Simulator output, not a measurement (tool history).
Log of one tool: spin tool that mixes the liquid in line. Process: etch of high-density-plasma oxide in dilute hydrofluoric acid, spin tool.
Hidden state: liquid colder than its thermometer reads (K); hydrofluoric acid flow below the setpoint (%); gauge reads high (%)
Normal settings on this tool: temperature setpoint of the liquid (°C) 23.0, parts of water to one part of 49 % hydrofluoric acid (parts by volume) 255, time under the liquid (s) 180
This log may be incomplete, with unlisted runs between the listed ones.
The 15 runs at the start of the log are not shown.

run	hour	temperature setpoint of the liquid (°C)	parts of water to one part of 49 % hydrofluoric acid (parts by volume)	time under the liquid (s)	wafers since the last listed run	hours since the thermometer was replaced	hours since the hydrofluoric acid flow meter was replaced	hours since the gauge calibration	read-back film thickness of the high-density-plasma oxide reference wafer, read on the same gauge (nm)	thickness taken off the high-density-plasma oxide on a monitor wafer (angstrom)
16	229.1	21.5	335	180	348	49.2	77.1	114.5	70.014	25.91
17	241.8	23.0	255	275	90	61.9	89.8	127.2	70.006	59.56
18	252.5	23.0	255	180	76	72.6	100.5	137.9	69.990	39.16
19	262.2	23.0	255	80	69	82.3	110.2	147.6	70.018	17.30
20	278.2	26.5	185	180	114	98.3	126.2	163.6	69.993	64.77
21	286.4	23.0	385	125	58	106.5	134.4	171.8	70.020	15.93
22	300.8	27.0	135	255	102	120.9	148.8	186.2	69.996	137.84
23	325.3	23.0	255	180	175	145.4	173.3	210.7	70.009	38.13
24	332.6	24.5	315	180	52	152.7	180.6	218.0	69.999	31.66
25	346.2	23.0	255	180	97	166.3	194.2	231.6	69.997	37.96
26	358.9	24.5	140	125	90	179.0	206.9	244.3	70.040	59.41
27	370.2	23.0	255	180	80	190.3	218.2	255.6	69.962	38.42
28	379.7	28.0	140	150	67	199.8	227.7	265.1	69.987	80.42
29	413.4	23.0	140	180	241	233.5	261.4	298.8	69.986	78.11
30	431.1	20.0	255	180	126	251.2	279.1	316.5	70.000	34.12
# hour 468.3: gauge calibrated
31	471.3	19.0	165	115	287	291.4	319.3	3.0	70.017	34.83
32	481.9	25.5	170	180	75	302.0	329.9	13.6	69.977	67.05
33	493.7	23.0	255	180	84	313.8	341.7	25.4	70.004	37.74

Branching from run 33: 3 alternative next runs. What would each branch give?
A	494.2	23.0	365	180	3	314.3	342.2	25.9	?	?
B	494.2	26.5	305	100	3	314.3	342.2	25.9	?	?
C	494.2	23.0	375	265	3	314.3	342.2	25.9	?	?

run	read-back film thickness of the high-density-plasma oxide reference wafer, read on the same gauge (nm)	thickness taken off the high-density-plasma oxide on a monitor wafer (angstrom)
A	70.031	23.21
B	70.031	18.41
C	70.031	32.96
Had the tool no hidden state, the same runs would have come out as:
run	thickness taken off the high-density-plasma oxide on a monitor wafer (angstrom)
A	24.95
B	19.77
C	35.44

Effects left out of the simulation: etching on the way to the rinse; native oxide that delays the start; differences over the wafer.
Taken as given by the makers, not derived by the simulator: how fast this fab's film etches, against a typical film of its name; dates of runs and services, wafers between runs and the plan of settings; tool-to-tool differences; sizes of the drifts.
